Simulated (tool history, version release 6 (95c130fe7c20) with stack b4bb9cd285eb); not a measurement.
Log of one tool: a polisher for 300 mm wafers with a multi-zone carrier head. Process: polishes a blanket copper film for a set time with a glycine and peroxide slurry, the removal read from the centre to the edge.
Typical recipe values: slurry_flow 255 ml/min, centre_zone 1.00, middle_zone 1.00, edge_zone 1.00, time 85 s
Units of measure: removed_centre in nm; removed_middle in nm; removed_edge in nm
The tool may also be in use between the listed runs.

| run | day | slurry_flow | centre_zone | middle_zone | edge_zone | time | incoming thickness of the incoming film, nm | removed_centre | removed_middle | removed_edge |
|---|---|---|---|---|---|---|---|---|---|---|
| 1 | 0.000 | 300 | 1.00 | 1.00 | 1.00 | 85 | 2366.4 | 428.8 | 423.3 | 428.2 |
| 2 | 2.554 | 300 | 1.00 | 1.00 | 1.00 | 85 | 2357.2 | 424.9 | 426.8 | 421.6 |
|  | 4.779 | worn pad replaced by a new one |
| 3 | 4.800 | 300 | 1.00 | 1.00 | 1.00 | 85 | 2355.7 | 451.4 | 439.1 | 435.3 |
| 4 | 6.150 | 255 | 1.00 | 1.00 | 1.00 | 105 | 2399.8 | 538.7 | 519.1 | 521.3 |
| 5 | 8.783 | 255 | 1.00 | 1.00 | 1.00 | 85 | 2405.8 | 424.3 | 410.7 | 419.2 |
| 6 | 10.079 | 255 | 1.00 | 1.00 | 1.00 | 85 | 2327.2 | 422.9 | 421.3 | 419.6 |
| 7 | 12.762 | 255 | 1.00 | 1.00 | 1.00 | 85 | 2372.0 | 433.2 | 409.6 | 415.9 |
| 8 | 14.162 | 255 | 1.00 | 1.00 | 1.00 | 85 | 2356.4 | 432.4 | 400.5 | 412.1 |
|  | 14.758 | worn pad replaced by a new one |
| 9 | 16.592 | 255 | 1.00 | 1.00 | 1.00 | 85 | 2360.7 | 448.7 | 419.2 | 431.8 |
| 10 | 17.871 | 255 | 1.09 | 1.00 | 1.00 | 85 | 2367.2 | 487.5 | 416.3 | 421.5 |
|  | 19.242 | centre zone pressure recalibrated |
| 11 | 20.012 | 255 | 1.00 | 1.00 | 1.00 | 85 | 2355.0 | 416.2 | 418.6 | 417.2 |
|  | 21.108 | edge zone pressure recalibrated |
| 12 | 21.158 | 255 | 1.00 | 1.00 | 1.00 | 85 | 2395.0 | 411.3 | 411.4 | 419.0 |
|  | 21.446 | slurry nozzle cleaned |
|  | 22.721 | worn pad replaced by a new one |
| 13 | 23.496 | 255 | 1.00 | 1.00 | 1.00 | 85 | 2371.3 | 425.0 | 428.8 | 427.6 |
| 14 | 24.808 | 190 | 1.00 | 1.00 | 1.00 | 85 | 2333.1 | 397.4 | 402.7 | 410.7 |
| 15 | 27.183 | 255 | 1.00 | 1.00 | 1.00 | 85 | 2343.6 | 414.4 | 412.7 | 415.8 |
| 16 | 28.567 | 255 | 1.00 | 1.00 | 1.00 | 94 | 2398.0 | 456.8 | 455.3 | 457.5 |
|  | 29.121 | carrier head's membrane replaced by a new one |
|  | 30.396 | worn pad replaced by a new one |
| 17 | 37.229 | 230 | 0.89 | 1.00 | 1.09 | 103 | 2356.5 | 445.8 | 484.3 | 510.2 |
| 18 | 40.162 | 255 | 1.08 | 1.00 | 1.00 | 108 | 2358.3 | 588.8 | 526.6 | 522.4 |
|  | 40.396 | worn pad replaced by a new one |
| 19 | 42.188 | 255 | 0.92 | 0.96 | 1.08 | 112 | 2374.6 | 543.3 | 546.9 | 576.6 |
| 20 | 43.508 | 215 | 0.97 | 1.00 | 1.00 | 85 | 2320.3 | 419.5 | 412.3 | 412.2 |

Below, some changes in removed_centre between adjacent runs. For each, the amount present without the hidden state too (settings, incoming material, random variation) and the amount remaining for the hidden state with gauge scatter not shared by both compared results:
Hidden state present: removal rate lost through wear of the pad, %; slurry flow missing at the pad, %; deviation of the centre zone's pressure from its setpoint, %; deviation of the edge zone's pressure from its setpoint, %.
Run 10 -> 11: centre_zone 1.09 -> 1.00, centre zone pressure recalibrated. removed_centre -71.3 nm: hidden state -37.7, all else -33.6.
Run 17 -> 18: slurry_flow 230 -> 255, centre_zone 0.89 -> 1.08, edge_zone 1.09 -> 1.00, time 103 -> 108. removed_centre +143.0 nm: hidden state +1.6, all else +141.4.
Run 18 -> 19: centre_zone 1.08 -> 0.92, middle_zone 1.00 -> 0.96, edge_zone 1.00 -> 1.08, time 108 -> 112, worn pad replaced by a new one. removed_centre -45.5 nm: hidden state +23.6, all else -69.1.
Run 19 -> 20: slurry_flow 255 -> 215, centre_zone 0.92 -> 0.97, middle_zone 0.96 -> 1.00, edge_zone 1.08 -> 1.00, time 112 -> 85. removed_centre -123.8 nm: hidden state -4.8, all else -119.0.

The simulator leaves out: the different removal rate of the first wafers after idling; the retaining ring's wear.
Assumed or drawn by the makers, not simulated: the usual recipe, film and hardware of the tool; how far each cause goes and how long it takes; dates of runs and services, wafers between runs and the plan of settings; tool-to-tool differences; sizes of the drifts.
